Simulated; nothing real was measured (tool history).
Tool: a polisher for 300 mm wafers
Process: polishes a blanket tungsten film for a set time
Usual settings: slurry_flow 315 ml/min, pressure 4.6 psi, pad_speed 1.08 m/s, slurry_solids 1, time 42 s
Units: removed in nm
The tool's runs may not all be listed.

| run | hour | slurry_flow | pressure | pad_speed | slurry_solids | time | wafers since the last listed run | wafers polished on this pad | hours since the slurry nozzle was cleaned | hours since the head pressure was calibrated | hours since the slurry blender was calibrated | hours since the slurry got fresh peroxide | incoming thickness of the incoming film, nm | removed |
|---|---|---|---|---|---|---|---|---|---|---|---|---|---|---|
| 1 | 0 | 400 | 4.6 | 1.08 | 1 | 42 | 0 | 946 | 110.8 | 103.3 | 210.4 | 28.7 | 761.9 | 202.2 |
|  | 23.7 | slurry blender recalibrated |
|  | 34.3 | worn pad replaced by a new one |
| 2 | 61 | 400 | 4.6 | 1.08 | 1 | 42 | 361 | 175 | 171.8 | 164.3 | 37.3 | 89.7 | 749.4 | 214.6 |
| 3 | 102.3 | 315 | 3.4 | 1.08 | 1 | 42 | 271 | 447 | 213.1 | 205.6 | 78.6 | 131 | 749.3 | 154 |
| 4 | 133.3 | 315 | 3.4 | 1.08 | 1 | 42 | 203 | 651 | 244.1 | 236.6 | 109.6 | 162 | 756.6 | 152.9 |
|  | 147.4 | slurry tank refilled with fresh slurry and peroxide |
| 5 | 200.3 | 315 | 5 | 1.08 | 1 | 42 | 434 | 1085 | 311.1 | 303.6 | 176.6 | 52.9 | 747.8 | 217.5 |
| 6 | 227.1 | 315 | 5 | 1.08 | 1 | 42 | 176 | 1261 | 337.9 | 330.4 | 203.4 | 79.7 | 737.1 | 222.2 |
|  | 253.4 | worn pad replaced by a new one |
|  | 260.7 | slurry blender recalibrated |
| 7 | 286.1 | 315 | 5 | 1.08 | 1 | 42 | 348 | 202 | 396.9 | 389.4 | 25.4 | 138.7 | 747.8 | 231.3 |
|  | 307.5 | slurry tank refilled with fresh slurry and peroxide |
| 8 | 319 | 315 | 4.6 | 1.08 | 1 | 53 | 209 | 411 | 429.8 | 422.3 | 58.3 | 11.5 | 755.2 | 269.6 |
| 9 | 368.8 | 315 | 4.6 | 1.08 | 1.1 | 42 | 327 | 739 | 479.6 | 472.1 | 108.1 | 61.3 | 748.1 | 221.2 |
| 10 | 426.7 | 315 | 4.6 | 1.08 | 1.1 | 42 | 380 | 1120 | 537.5 | 530 | 166 | 119.2 | 741 | 208.8 |
| 11 | 457.4 | 315 | 4.6 | 1.08 | 1 | 33 | 201 | 1322 | 568.2 | 560.7 | 196.7 | 149.9 | 762.5 | 161.5 |
|  | 471.5 | slurry tank refilled with fresh slurry and peroxide |
|  | 485.1 | worn pad replaced by a new one |
| 12 | 501.4 | 315 | 4.6 | 1.08 | 1 | 42 | 256 | 107 | 612.2 | 604.7 | 240.7 | 29.9 | 746.3 | 201.6 |
|  | 537.4 | slurry blender recalibrated |
| 13 | 572.9 | 315 | 4.6 | 0.78 | 1 | 55 | 457 | 564 | 683.7 | 676.2 | 35.5 | 101.4 | 739.1 | 202.2 |
| 14 | 633.4 | 315 | 4.6 | 1.08 | 1 | 42 | 398 | 962 | 744.2 | 736.7 | 96 | 161.9 | 755.4 | 207.2 |
|  | 640.2 | slurry tank refilled with fresh slurry and peroxide |
|  | 676.8 | slurry nozzle cleaned |
| 15 | 682.8 | 315 | 4.6 | 1.08 | 1.1 | 42 | 311 | 1274 | 6 | 786.1 | 145.4 | 42.6 | 756.8 | 211.5 |
|  | 721.9 | worn pad replaced by a new one |
|  | 732.7 | head pressure recalibrated |
| 16 | 734.7 | 315 | 4.6 | 1.08 | 1 | 42 | 301 | 70 | 57.9 | 2 | 197.3 | 94.5 | 750.7 | 204.9 |
|  | 783.5 | slurry blender recalibrated |
| 17 | 790.3 | 270 | 3.7 | 0.88 | 1 | 36 | 352 | 423 | 113.5 | 57.6 | 6.8 | 150.1 | 750 | 117.7 |
|  | 802.2 | slurry tank refilled with fresh slurry and peroxide |
| 18 | 838.9 | 380 | 4.6 | 1.08 | 1 | 42 | 313 | 736 | 162.1 | 106.2 | 55.4 | 36.7 | 756.5 | 216.2 |
| 19 | 874.6 | 315 | 4.6 | 1.34 | 1 | 42 | 234 | 971 | 197.8 | 141.9 | 91.1 | 72.4 | 753.5 | 250 |
| 20 | 901 | 400 | 4.6 | 1.08 | 1 | 56 | 173 | 1145 | 224.2 | 168.3 | 117.5 | 98.8 | 743.2 | 279.1 |
| 21 | 926.9 | 280 | 4.6 | 1.08 | 1 | 42 | 170 | 1315 | 250.1 | 194.2 | 143.4 | 124.7 | 744.5 | 200.2 |

What the log doesn't show, run by run:
removal rate lost through wear of the pad, %: 0 in every run
slurry flow missing at the pad, %: 0 in every run
deviation of the head's pressure from its setpoint, %: 0 in every run
peroxide lost from the slurry, %: 0 in every run
H1: abrasive missing from the slurry, %
| run | H1 |
|---|---|
| 1 | 24.1 |
| 2 | 7.86 |
| 3 | 12.9 |
| 4 | 15.4 |
| 5 | 18.6 |
| 6 | 19.4 |
| 7 | 6.71 |
| 8 | 11.4 |
| 9 | 16 |
| 10 | 19 |
| 11 | 20 |
| 12 | 20.9 |
| 13 | 9.08 |
| 14 | 15.9 |
| 15 | 18.9 |
| 16 | 20.7 |
| 17 | 3.52 |
| 18 | 11.4 |
| 19 | 15.1 |
| 20 | 17 |
| 21 | 18.4 |
